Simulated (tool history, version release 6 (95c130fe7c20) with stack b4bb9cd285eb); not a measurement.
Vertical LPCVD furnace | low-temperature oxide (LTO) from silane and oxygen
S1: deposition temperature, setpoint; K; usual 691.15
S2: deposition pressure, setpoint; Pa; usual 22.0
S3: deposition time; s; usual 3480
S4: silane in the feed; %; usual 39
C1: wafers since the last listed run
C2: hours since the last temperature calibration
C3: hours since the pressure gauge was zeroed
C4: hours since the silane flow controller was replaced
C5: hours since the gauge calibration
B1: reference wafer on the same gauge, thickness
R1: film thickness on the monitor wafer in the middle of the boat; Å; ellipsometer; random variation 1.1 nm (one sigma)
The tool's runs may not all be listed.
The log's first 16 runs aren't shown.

run     day      S1    S2    S3  S4   C1     C2     C3     C4     C5      B1      R1
     15.729  -- thermocouples replaced and temperature profile calibrated
 17  15.750  691.15  22.0  4410  32  130    0.5  181.6  211.8  246.4  423.11  5051.0
 18  15.929  691.15  22.0  3480  39   70    4.8  185.9  216.1  250.7  422.97  5145.9
 19  16.762  691.15  22.0  3990  39  325   24.8  205.9  236.1  270.7  422.96  5922.3
 20  18.204  691.15  22.0  2820  39  563   59.4  240.5  270.7  305.3  423.07  4193.8
 21  18.888  691.15  22.0  3480  39  267   75.8  256.9  287.1  321.7  422.75  5163.4
 22  19.596  691.15  22.0  3480  39  276   92.8  273.9  304.1  338.7  423.19  5158.1
 23  20.942  691.15  22.0  2700  39  526  125.1  306.2  336.4  371.0  423.00  4000.0
 24  22.292  691.15  22.0  3480  39  527  157.5  338.6  368.8  403.4  422.97  5179.3
 25  22.867  691.15  22.0  3480  39  224  171.3  352.4  382.6  417.2  423.18  5174.6
 26  24.350  691.15  22.0  3480  32  579  206.9  388.0  418.2  452.8  422.91  4029.6
 27  25.433  691.15  22.0  4440  36  423  232.9  414.0  444.2  478.8  423.04  6024.7
     25.983  -- gauge calibrated
 28  26.408  691.15  22.0  3870  33  381  256.3  437.4  467.6   10.2  422.83  4671.5
 29  27.450  691.15  20.0  3480  39  407  281.3  462.4  492.6   35.2  423.13  4711.6
 30  28.558  691.15  27.3  3480  39  433  307.9  489.0  519.2   61.8  422.65  6431.4

Forecast each of these 5 alternatives for the next run:
  A  28.742  691.15  22.0  3480  41  71  312.3  493.4  523.6  66.2   ?   ?
  B  28.742  691.15  20.7  3090  33  71  312.3  493.4  523.6  66.2   ?   ?
  C  28.742  686.15  22.0  3480  45  71  312.3  493.4  523.6  66.2   ?   ?
  D  28.742  686.15  18.7  2100  32  71  312.3  493.4  523.6  66.2   ?   ?
  E  28.742  691.15  17.3  3480  39  71  312.3  493.4  523.6  66.2   ?   ?

run      B1      R1
  A  422.67  5496.7
  B  422.67  3516.1
  C  422.67  5754.5
  D  422.67  1959.7
  E  422.67  4093.4
Without the tool's hidden state the same runs would have given:
run      R1
  A  5446.0
  B  3481.6
  C  5702.1
  D  1939.9
  E  4055.0
